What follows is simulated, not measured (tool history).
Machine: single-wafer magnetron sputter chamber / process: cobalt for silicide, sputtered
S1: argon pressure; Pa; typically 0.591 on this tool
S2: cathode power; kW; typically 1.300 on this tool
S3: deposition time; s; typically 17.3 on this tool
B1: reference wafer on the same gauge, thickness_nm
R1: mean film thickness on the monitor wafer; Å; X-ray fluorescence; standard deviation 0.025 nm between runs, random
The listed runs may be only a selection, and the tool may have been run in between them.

run,hour,S1,S2,S3,B1,R1
1,0.0,0.591,1.450,15.6,10.200,108.73
2,33.5,0.591,1.450,15.6,10.201,108.36
3,52.6,0.591,1.150,17.3,10.202,95.35
4,83.0,0.591,1.300,17.3,10.201,107.13
5,102.3,0.591,1.300,17.3,10.200,106.53
6,116.5,0.591,1.300,17.3,10.199,106.60
7,131.4,0.591,1.400,17.3,10.202,114.50
# hour 180.4: sputter target and shields replaced
8,190.3,0.591,1.300,17.3,10.202,109.01
9,205.6,0.591,1.300,17.3,10.198,108.62
10,224.1,0.591,1.300,17.3,10.201,108.03
11,258.2,0.591,1.300,17.3,10.201,107.72
12,279.5,0.591,1.300,16.1,10.204,99.95
13,302.7,0.591,1.300,16.1,10.196,99.80
14,316.6,0.457,1.150,14.9,10.195,85.20
15,335.6,0.777,1.000,14.7,10.195,65.35
16,362.4,0.591,1.300,18.3,10.200,112.81
17,384.1,0.488,1.200,17.3,10.195,101.36
# hour 395.1: magnet pack replaced, of another model than before
# hour 403.7: sputter target and shields replaced
18,415.1,0.785,1.450,15.1,10.203,102.73
19,445.7,0.591,1.300,17.3,10.197,108.45
# hour 447.4: gauge calibrated
# hour 464.0: capacitance manometer re-zeroed and calibrated
20,475.7,0.591,1.500,13.8,10.202,99.67
21,489.4,0.715,1.400,17.3,10.204,113.53
22,515.3,0.591,1.300,17.3,10.195,107.48
23,542.5,0.591,1.450,19.1,10.204,132.69
24,567.2,0.788,1.000,19.0,10.194,87.55
25,588.9,0.591,1.300,17.3,10.204,106.72
26,623.7,0.463,1.300,17.3,10.200,108.60

Consider 3 possible next runs. They are alternatives, not a sequence: every one starts from the tool as it was left by run 26. What does each give?
A,624.1,0.508,1.300,17.3,?,?
B,624.1,0.670,1.300,17.3,?,?
C,624.1,0.725,1.300,17.3,?,?

run,B1,R1
A,10.200,107.68
B,10.200,104.68
C,10.200,103.69
Stripped of hidden state, with their random variation kept, the same runs would have yielded:
run,R1
A,110.80
B,107.72
C,106.69
